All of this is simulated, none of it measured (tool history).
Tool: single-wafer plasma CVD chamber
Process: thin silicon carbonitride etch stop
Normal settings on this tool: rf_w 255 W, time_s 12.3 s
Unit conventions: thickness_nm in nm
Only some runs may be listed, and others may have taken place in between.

run    hour  rf_w  time_s  read-back reference wafer on the same gauge, thickness_nm  thickness_nm
  1       0   255    12.3                                                      7.818          7.24
  2    53.6   235    12.3                                                      7.821         7.092
  3   112.3   255    12.3                                                      7.821         7.243
  4     148   255    12.3                                                      7.822         7.241
  5     200   255    12.3                                                      7.822          7.21
  6     244   255    12.3                                                       7.82         7.215
  7   276.3   255    12.3                                                      7.821         7.217
  8   316.3   215    12.3                                                       7.82         6.942
  9     384   215    12.3                                                      7.818         6.896
 10   410.8   255    13.2                                                      7.822         7.719
 11   451.9   255    13.2                                                      7.818         7.738
      463.7  -- RF generator calibrated
 12   520.6   255    13.2                                                      7.818         7.907
        522  -- gauge calibrated
 13   561.2   255    12.8                                                       7.82         7.672
 14   612.2   255    12.3                                                      7.823          7.34
 15   652.6   255    12.3                                                      7.815         7.343
 16   692.7   240    10.4                                                      7.819         6.097
 17   728.2   275    13.9                                                       7.82         8.467
 18     753   255    12.3                                                      7.819         7.323
 19     787   285    14.7                                                      7.819         9.021
      829.1  -- thermocouple changed; heater temperature recalibrated
 20   833.7   255    12.3                                                      7.822         7.303
 21   889.8   280    13.9                                                      7.823         8.458
      936.3  -- showerhead replaced, of another model than before
 22   958.8   230    13.8                                                      7.821          8.14
 23   997.3   255    12.3                                                       7.82         7.337
 24  1060.1   300    11.3                                                      7.817         6.931
 25  1088.8   255    13.2                                                      7.822         7.891
 26  1122.5   255    11.6                                                      7.821         6.914
 27  1162.5   270    10.2                                                      7.821         6.131
 28    1204   285      10                                                      7.822         6.043
 29  1228.6   280    10.8                                                      7.819         6.515
 30  1288.7   295    10.6                                                      7.817         6.458

Below are 5 alternative next runs, each starting from the tool's condition after run 30. Predict each:
  A  1289.1   205    12.3                                                          ?             ?
  B  1289.1   215    14.3                                                          ?             ?
  C  1289.1   220    13.9                                                          ?             ?
  D  1289.1   215    10.1                                                          ?             ?
  E  1289.1   255    10.2                                                          ?             ?

run  read-back reference wafer on the same gauge, thickness_nm  thickness_nm
  A                                                      7.821         7.121
  B                                                      7.821         8.331
  C                                                      7.821         8.123
  D                                                      7.821         5.884
  E                                                      7.821         6.087
Had the tool no hidden state, the same runs would have come out as:
run  thickness_nm
  A         7.187
  B         8.408
  C         8.199
  D         5.939
  E         6.144
